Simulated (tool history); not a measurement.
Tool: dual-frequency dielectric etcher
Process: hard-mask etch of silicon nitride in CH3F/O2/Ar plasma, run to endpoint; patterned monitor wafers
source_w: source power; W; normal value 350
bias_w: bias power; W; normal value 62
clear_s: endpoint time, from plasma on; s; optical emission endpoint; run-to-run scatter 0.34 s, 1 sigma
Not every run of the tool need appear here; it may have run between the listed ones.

run    hour  source_w  bias_w  wafers since the last listed run  hours since the last wet clean  hours since the last source power generator calibration  hours since the last bias power generator calibration  hours since the last upper electrode change  incoming incoming film thickness, nm  clear_s
  1     0.0       350      62                                 0                           222.5                                                   2286.9                                                 2190.6                                       4274.2                                 49.38     83.2
  2    25.4       350      62                               396                           247.9                                                   2312.3                                                 2216.0                                       4299.6                                 49.65     84.2
       59.2  -- source power generator calibrated
  3    63.4       350      62                               530                           285.9                                                      4.2                                                 2254.0                                       4337.6                                 49.52     84.2
  4   105.8       350      62                               661                           328.3                                                     46.6                                                 2296.4                                       4380.0                                 48.72     82.8
  5   165.1       350      62                               925                           387.6                                                    105.9                                                 2355.7                                       4439.3                                 49.85     85.2
  6   232.6       320      62                              1053                           455.1                                                    173.4                                                 2423.2                                       4506.8                                 49.97     88.8
  7   293.5       320      62                               950                           516.0                                                    234.3                                                 2484.1                                       4567.7                                 49.68     88.7
  8   331.1       320      62                               586                           553.6                                                    271.9                                                 2521.7                                       4605.3                                 49.86     89.0
  9   381.4       420      62                               785                           603.9                                                    322.2                                                 2572.0                                       4655.6                                 49.43     80.4
 10   417.1       420      62                               557                           639.6                                                    357.9                                                 2607.7                                       4691.3                                 49.24     80.1
      448.0  -- wet clean of the chamber
 11   474.6       420      62                               522                            26.6                                                    415.4                                                 2665.2                                       4748.8                                 49.32     77.3
 12   535.6       350      62                               952                            87.6                                                    476.4                                                 2726.2                                       4809.8                                 49.49     83.8
      577.9  -- bias power generator calibrated
 13   581.1       380      70                               647                           133.1                                                    521.9                                                    3.2                                       4855.3                                 48.91     77.0
 14   648.9       350      62                              1058                           200.9                                                    589.7                                                   71.0                                       4923.1                                 49.20     83.5
 15   677.4       300      47                               444                           229.4                                                    618.2                                                   99.5                                       4951.6                                 49.46     97.7
 16   716.3       350      51                               607                           268.3                                                    657.1                                                  138.4                                       4990.5                                 49.37     89.4
 17   819.0       350      57                              1603                           371.0                                                    759.8                                                  241.1                                       5093.2                                 48.97     87.0
 18   867.4       380      69                               755                           419.4                                                    808.2                                                  289.5                                       5141.6                                 49.41     79.8
 19   896.3       380      77                               451                           448.3                                                    837.1                                                  318.4                                       5170.5                                 49.43     76.7
 20   938.7       350      62                               661                           490.7                                                    879.5                                                  360.8                                       5212.9                                 49.24     85.9
 21   979.0       320      49                               629                           531.0                                                    919.8                                                  401.1                                       5253.2                                 49.77     96.5
 22  1023.2       350      62                               690                           575.2                                                    964.0                                                  445.3                                       5297.4                                 49.24     85.7
     1070.2  -- upper electrode replaced
 23  1070.7       390      76                               366                           622.7                                                   1011.5                                                  492.8                                          0.5                                 49.57     77.7
     1150.8  -- wet clean of the chamber
 24  1151.3       350      74                               883                             0.5                                                   1092.1                                                  573.4                                         81.1                                 49.28     76.8
 25  1204.4       350      62                               828                            53.6                                                   1145.2                                                  626.5                                        134.2                                 49.31     81.1
 26  1239.2       350      76                               543                            88.4                                                   1180.0                                                  661.3                                        169.0                                 49.74     76.9
 27  1284.4       350      73                               705                           133.6                                                   1225.2                                                  706.5                                        214.2                                 49.30     77.7
 28  1326.0       410      68                               649                           175.2                                                   1266.8                                                  748.1                                        255.8                                 49.56     75.5
 29  1367.2       350      62                               643                           216.4                                                   1308.0                                                  789.3                                        297.0                                 49.55     83.2
 30  1422.6       290      46                               864                           271.8                                                   1363.4                                                  844.7                                        352.4                                 49.27     97.7
 31  1464.0       400      50                               646                           313.2                                                   1404.8                                                  886.1                                        393.8                                 49.29     85.4
 32  1512.4       320      56                               755                           361.6                                                   1453.2                                                  934.5                                        442.2                                 49.41     90.2
 33  1548.1       260      51                               557                           397.3                                                   1488.9                                                  970.2                                        477.9                                 49.19     99.2
 34  1616.2       280      54                              1063                           465.4                                                   1557.0                                                 1038.3                                        546.0                                 49.38     95.9
 35  1649.9       300      54                               526                           499.1                                                   1590.7                                                 1072.0                                        579.7                                 50.17     94.8
 36  1701.8       350      69                               810                           551.0                                                   1642.6                                                 1123.9                                        631.6                                 49.17     81.7

What was the tool's hidden state at every run in the log?
source power that arrives over what is set, %: 0 across all the runs
bias power that arrives over what is set, %: 0 across all the runs
H1: etch rate over this chamber's usual, %
run      H1
  1   -1.31
  2    -1.5
  3   -1.79
  4   -2.11
  5   -2.57
  6   -3.08
  7   -3.54
  8   -3.83
  9   -4.21
 10   -4.49
 11  -0.508
 12  -0.973
 13   -1.32
 14   -1.84
 15   -2.05
 16   -2.35
 17   -3.13
 18    -3.5
 19   -3.72
 20   -4.04
 21   -4.35
 22   -4.69
 23   -5.05
 24   0.868
 25   0.463
 26   0.198
 27  -0.147
 28  -0.464
 29  -0.778
 30    -1.2
 31   -1.52
 32   -1.88
 33   -2.16
 34   -2.67
 35   -2.93
 36   -3.33

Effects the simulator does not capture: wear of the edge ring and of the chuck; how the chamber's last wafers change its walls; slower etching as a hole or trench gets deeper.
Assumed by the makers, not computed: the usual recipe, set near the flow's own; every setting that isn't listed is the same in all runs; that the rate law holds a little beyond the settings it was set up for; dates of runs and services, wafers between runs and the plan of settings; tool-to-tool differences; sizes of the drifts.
